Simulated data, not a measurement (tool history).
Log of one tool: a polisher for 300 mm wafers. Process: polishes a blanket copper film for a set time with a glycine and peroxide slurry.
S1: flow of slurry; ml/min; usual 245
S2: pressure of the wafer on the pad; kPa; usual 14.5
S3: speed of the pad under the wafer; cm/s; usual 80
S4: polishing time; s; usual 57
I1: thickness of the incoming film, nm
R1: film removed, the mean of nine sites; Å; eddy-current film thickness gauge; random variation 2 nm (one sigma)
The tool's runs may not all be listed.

{"run": 1, "hour": 0.0, "S1": 245, "S2": 11.0, "S3": 68, "S4": 57, "I1": 2041.5, "R1": 2022}
{"run": 2, "hour": 60.9, "S1": 245, "S2": 11.0, "S3": 68, "S4": 57, "I1": 2071.6, "R1": 2012}
{"run": 3, "hour": 95.9, "S1": 245, "S2": 11.0, "S3": 68, "S4": 57, "I1": 2089.2, "R1": 1986}
{"run": 4, "hour": 121.8, "S1": 245, "S2": 14.5, "S3": 80, "S4": 57, "I1": 2091.2, "R1": 2504}
{"hour": 131.0, "done": "worn pad replaced by a new one"}
{"run": 5, "hour": 151.3, "S1": 245, "S2": 14.5, "S3": 80, "S4": 57, "I1": 2074.8, "R1": 2485}
{"run": 6, "hour": 164.9, "S1": 245, "S2": 13.1, "S3": 80, "S4": 57, "I1": 2042.6, "R1": 2337}
{"run": 7, "hour": 179.8, "S1": 245, "S2": 11.7, "S3": 80, "S4": 57, "I1": 2058.0, "R1": 2267}
{"hour": 191.9, "done": "slurry nozzle cleaned"}
{"run": 8, "hour": 196.0, "S1": 245, "S2": 14.5, "S3": 80, "S4": 69, "I1": 2082.7, "R1": 3134}
{"run": 9, "hour": 230.8, "S1": 195, "S2": 14.5, "S3": 80, "S4": 57, "I1": 2044.0, "R1": 2493}
{"run": 10, "hour": 263.8, "S1": 245, "S2": 14.5, "S3": 90, "S4": 57, "I1": 2040.8, "R1": 2791}
{"run": 11, "hour": 284.4, "S1": 245, "S2": 14.5, "S3": 90, "S4": 57, "I1": 2079.6, "R1": 2783}
{"run": 12, "hour": 318.9, "S1": 245, "S2": 14.5, "S3": 90, "S4": 57, "I1": 2062.9, "R1": 2779}
{"run": 13, "hour": 344.1, "S1": 245, "S2": 17.2, "S3": 80, "S4": 57, "I1": 2061.8, "R1": 2750}
{"run": 14, "hour": 364.2, "S1": 275, "S2": 14.5, "S3": 92, "S4": 57, "I1": 2038.2, "R1": 2818}
{"run": 15, "hour": 395.4, "S1": 300, "S2": 14.5, "S3": 102, "S4": 44, "I1": 2034.8, "R1": 2419}
{"hour": 411.5, "done": "worn pad replaced by a new one, of another model than before"}
{"run": 16, "hour": 428.2, "S1": 325, "S2": 14.5, "S3": 80, "S4": 57, "I1": 2090.1, "R1": 2600}
{"run": 17, "hour": 456.1, "S1": 245, "S2": 12.4, "S3": 80, "S4": 57, "I1": 2065.2, "R1": 2330}
{"run": 18, "hour": 485.8, "S1": 245, "S2": 12.4, "S3": 80, "S4": 57, "I1": 2055.9, "R1": 2319}
{"run": 19, "hour": 511.5, "S1": 245, "S2": 14.5, "S3": 80, "S4": 57, "I1": 2062.6, "R1": 2377}
{"run": 20, "hour": 534.1, "S1": 180, "S2": 17.2, "S3": 80, "S4": 77, "I1": 2080.8, "R1": 2947}
{"run": 21, "hour": 594.9, "S1": 190, "S2": 14.5, "S3": 80, "S4": 57, "I1": 2106.4, "R1": 2009}
{"hour": 600.7, "done": "slurry nozzle cleaned"}
{"run": 22, "hour": 628.1, "S1": 245, "S2": 14.5, "S3": 80, "S4": 57, "I1": 2076.8, "R1": 2537}
{"run": 23, "hour": 645.4, "S1": 245, "S2": 14.5, "S3": 100, "S4": 57, "I1": 2088.0, "R1": 3143}
{"run": 24, "hour": 661.0, "S1": 215, "S2": 14.5, "S3": 80, "S4": 57, "I1": 2045.6, "R1": 2451}
{"hour": 666.1, "done": "head pressure recalibrated"}
{"hour": 669.7, "done": "worn pad replaced by a new one"}
{"run": 25, "hour": 677.7, "S1": 210, "S2": 11.0, "S3": 80, "S4": 57, "I1": 2071.0, "R1": 2307}
{"run": 26, "hour": 703.5, "S1": 245, "S2": 14.5, "S3": 80, "S4": 57, "I1": 2037.6, "R1": 2540}
{"run": 27, "hour": 720.0, "S1": 245, "S2": 14.5, "S3": 80, "S4": 57, "I1": 2069.2, "R1": 2488}
{"run": 28, "hour": 736.4, "S1": 245, "S2": 14.5, "S3": 80, "S4": 57, "I1": 2076.9, "R1": 2508}
{"run": 29, "hour": 760.1, "S1": 245, "S2": 14.5, "S3": 80, "S4": 40, "I1": 2063.2, "R1": 1759}
{"run": 30, "hour": 790.3, "S1": 245, "S2": 12.4, "S3": 80, "S4": 57, "I1": 2087.9, "R1": 2382}
{"run": 31, "hour": 811.0, "S1": 215, "S2": 18.6, "S3": 88, "S4": 48, "I1": 2061.7, "R1": 2360}
{"run": 32, "hour": 831.1, "S1": 185, "S2": 10.3, "S3": 80, "S4": 42, "I1": 2063.1, "R1": 1503}
{"run": 33, "hour": 932.6, "S1": 305, "S2": 14.5, "S3": 90, "S4": 57, "I1": 2089.8, "R1": 2800}
{"hour": 940.9, "done": "worn pad replaced by a new one"}
{"hour": 948.3, "done": "slurry nozzle cleaned"}
{"run": 34, "hour": 950.0, "S1": 245, "S2": 14.5, "S3": 88, "S4": 57, "I1": 2075.1, "R1": 2853}
{"run": 35, "hour": 984.4, "S1": 200, "S2": 16.5, "S3": 80, "S4": 57, "I1": 2081.2, "R1": 2523}
{"run": 36, "hour": 1019.7, "S1": 205, "S2": 16.5, "S3": 56, "S4": 37, "I1": 2038.8, "R1": 1155}

For each run, what was the tool's unlogged condition?
removal rate lost through wear of the pad, %: 0 across all the runs
deviation of the head's pressure from its setpoint, %: 0 across all the runs
H1: slurry flow missing at the pad, %
run=1 H1=17.3
run=2 H1=21.9
run=3 H1=24.5
run=4 H1=26.4
run=5 H1=28.6
run=6 H1=29.6
run=7 H1=30.7
run=8 H1=2.24
run=9 H1=4.82
run=10 H1=7.27
run=11 H1=8.79
run=12 H1=11.3
run=13 H1=13.2
run=14 H1=14.7
run=15 H1=17
run=16 H1=19.4
run=17 H1=21.5
run=18 H1=23.7
run=19 H1=25.6
run=20 H1=27.3
run=21 H1=31.8
run=22 H1=5.03
run=23 H1=6.32
run=24 H1=7.47
run=25 H1=8.71
run=26 H1=10.6
run=27 H1=11.8
run=28 H1=13.1
run=29 H1=14.8
run=30 H1=17.1
run=31 H1=18.6
run=32 H1=20.1
run=33 H1=27.6
run=34 H1=3.38
run=35 H1=5.93
run=36 H1=8.55
